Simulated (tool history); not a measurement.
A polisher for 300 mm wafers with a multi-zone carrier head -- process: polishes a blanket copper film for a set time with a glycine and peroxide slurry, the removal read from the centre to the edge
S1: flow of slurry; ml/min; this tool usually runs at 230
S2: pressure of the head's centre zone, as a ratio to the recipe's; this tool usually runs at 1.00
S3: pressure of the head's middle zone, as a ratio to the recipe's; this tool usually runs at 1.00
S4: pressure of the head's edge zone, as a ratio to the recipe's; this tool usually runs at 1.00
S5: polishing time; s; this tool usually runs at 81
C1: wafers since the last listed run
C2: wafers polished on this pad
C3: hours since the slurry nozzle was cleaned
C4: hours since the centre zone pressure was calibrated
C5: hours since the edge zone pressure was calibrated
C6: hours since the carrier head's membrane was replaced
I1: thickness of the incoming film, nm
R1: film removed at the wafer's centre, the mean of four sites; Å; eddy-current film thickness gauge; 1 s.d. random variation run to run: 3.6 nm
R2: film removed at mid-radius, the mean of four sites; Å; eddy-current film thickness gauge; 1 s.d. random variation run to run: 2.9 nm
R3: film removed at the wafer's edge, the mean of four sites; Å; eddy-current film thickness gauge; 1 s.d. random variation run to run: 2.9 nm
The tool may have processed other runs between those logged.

Run 1, hour 0.0: usual settings; C1 0; C2 786; C3 615.1; C4 421.2; C5 376.4; C6 1752.8; I1 1164.7. Result: R1 2630 Å, R2 2824 Å, R3 2982 Å.
Run 2, hour 37.2: usual settings but S5 103 s; C1 294; C2 1080; C3 652.3; C4 458.4; C5 413.6; C6 1790.0; I1 1175.3. Result: R1 3338 Å, R2 3514 Å, R3 3819 Å.
Run 3, hour 47.3: usual settings; C1 79; C2 1160; C3 662.4; C4 468.5; C5 423.7; C6 1800.1; I1 1176.9. Result: R1 2564 Å, R2 2802 Å, R3 2989 Å.
Run 4, hour 59.8: usual settings; C1 98; C2 1259; C3 674.9; C4 481.0; C5 436.2; C6 1812.6; I1 1187.8. Result: R1 2559 Å, R2 2808 Å, R3 2978 Å.
At hour 64.4: worn pad replaced by a new one.
Run 5, hour 70.1: usual settings; C1 49; C2 45; C3 685.2; C4 491.3; C5 446.5; C6 1822.9; I1 1177.5. Result: R1 2649 Å, R2 2812 Å, R3 2978 Å.
Run 6, hour 82.4: usual settings; C1 97; C2 142; C3 697.5; C4 503.6; C5 458.8; C6 1835.2; I1 1167.7. Result: R1 2604 Å, R2 2846 Å, R3 2976 Å.
Run 7, hour 97.6: usual settings; C1 120; C2 262; C3 712.7; C4 518.8; C5 474.0; C6 1850.4; I1 1171.2. Result: R1 2649 Å, R2 2892 Å, R3 2996 Å.
At hour 107.4: centre zone pressure recalibrated.
At hour 112.1: slurry nozzle cleaned.
At hour 114.9: carrier head's membrane replaced by a new one.
Run 8, hour 115.4: usual settings; C1 95; C2 357; C3 3.3; C4 8.0; C5 491.8; C6 0.5; I1 1158.6. Result: R1 2862 Å, R2 2782 Å, R3 2907 Å.
Run 9, hour 127.8: usual settings but S5 101 s; C1 98; C2 456; C3 15.7; C4 20.4; C5 504.2; C6 12.9; I1 1165.9. Result: R1 3568 Å, R2 3474 Å, R3 3722 Å.
At hour 138.2: edge zone pressure recalibrated.
Run 10, hour 144.7: usual settings; C1 117; C2 573; C3 32.6; C4 37.3; C5 6.5; C6 29.8; I1 1163.2. Result: R1 2774 Å, R2 2790 Å, R3 2917 Å.
Run 11, hour 151.4: usual settings but S3 0.92; C1 52; C2 626; C3 39.3; C4 44.0; C5 13.2; C6 36.5; I1 1177.6. Result: R1 2788 Å, R2 2688 Å, R3 2962 Å.
Run 12, hour 167.3: usual settings but S5 98 s; C1 125; C2 752; C3 55.2; C4 59.9; C5 29.1; C6 52.4; I1 1153.8. Result: R1 3282 Å, R2 3436 Å, R3 3635 Å.
Run 13, hour 177.8: usual settings but S2 1.05, S5 71 s; C1 83; C2 835; C3 65.7; C4 70.4; C5 39.6; C6 62.9; I1 1165.8. Result: R1 2561 Å, R2 2423 Å, R3 2648 Å.
Run 14, hour 187.8: usual settings but S5 53 s; C1 79; C2 914; C3 75.7; C4 80.4; C5 49.6; C6 72.9; I1 1180.3. Result: R1 1840 Å, R2 1857 Å, R3 1926 Å.
Run 15, hour 194.4: usual settings but S4 0.90; C1 52; C2 966; C3 82.3; C4 87.0; C5 56.2; C6 79.5; I1 1166.3. Result: R1 2695 Å, R2 2822 Å, R3 2903 Å.
At hour 202.6: worn pad replaced by a new one.
Run 16, hour 208.7: usual settings; C1 81; C2 48; C3 96.6; C4 101.3; C5 70.5; C6 93.8; I1 1158.3. Result: R1 2660 Å, R2 2853 Å, R3 2921 Å.
Run 17, hour 226.6: usual settings but S4 1.06; C1 141; C2 190; C3 114.5; C4 119.2; C5 88.4; C6 111.7; I1 1182.4. Result: R1 2727 Å, R2 2807 Å, R3 3044 Å.
Run 18, hour 244.1: usual settings but S1 190 ml/min, S2 0.97, S4 1.07, S5 106 s; C1 138; C2 328; C3 132.0; C4 136.7; C5 105.9; C6 129.2; I1 1192.4. Result: R1 3412 Å, R2 3615 Å, R3 3995 Å.
Run 19, hour 250.7: usual settings; C1 52; C2 380; C3 138.6; C4 143.3; C5 112.5; C6 135.8; I1 1163.5. Result: R1 2726 Å, R2 2825 Å, R3 3010 Å.
Run 20, hour 260.2: usual settings but S2 0.89, S3 1.07, S4 1.09, S5 108 s; C1 75; C2 455; C3 148.1; C4 152.8; C5 122.0; C6 145.3; I1 1192.2. Result: R1 3310 Å, R2 4031 Å, R3 4147 Å.
Run 21, hour 267.0: usual settings but S1 180 ml/min, S2 1.08, S3 0.97, S4 0.89; C1 53; C2 509; C3 154.9; C4 159.6; C5 128.8; C6 152.1; I1 1172.0. Result: R1 2753 Å, R2 2658 Å, R3 2799 Å.
Run 22, hour 273.1: usual settings but S2 1.11, S3 1.10; C1 48; C2 557; C3 161.0; C4 165.7; C5 134.9; C6 158.2; I1 1164.5. Result: R1 2891 Å, R2 3034 Å, R3 2926 Å.

Run 23 has not been measured yet. What should we expect?
Run 23, hour 289.7: usual settings but S2 1.09, S3 1.11, S4 1.06, S5 91 s; C1 131; C2 689; C3 177.6; C4 182.3; C5 151.5; C6 174.8; I1 1172.9. Result: R1 ?, R2 ?, R3 ?.

R1: 3186 Å
R2: 3466 Å
R3: 3466 Å
Had the tool carried no hidden state, the very same run would have given R1 3419 Å, R2 3465 Å, R3 3466 Å.
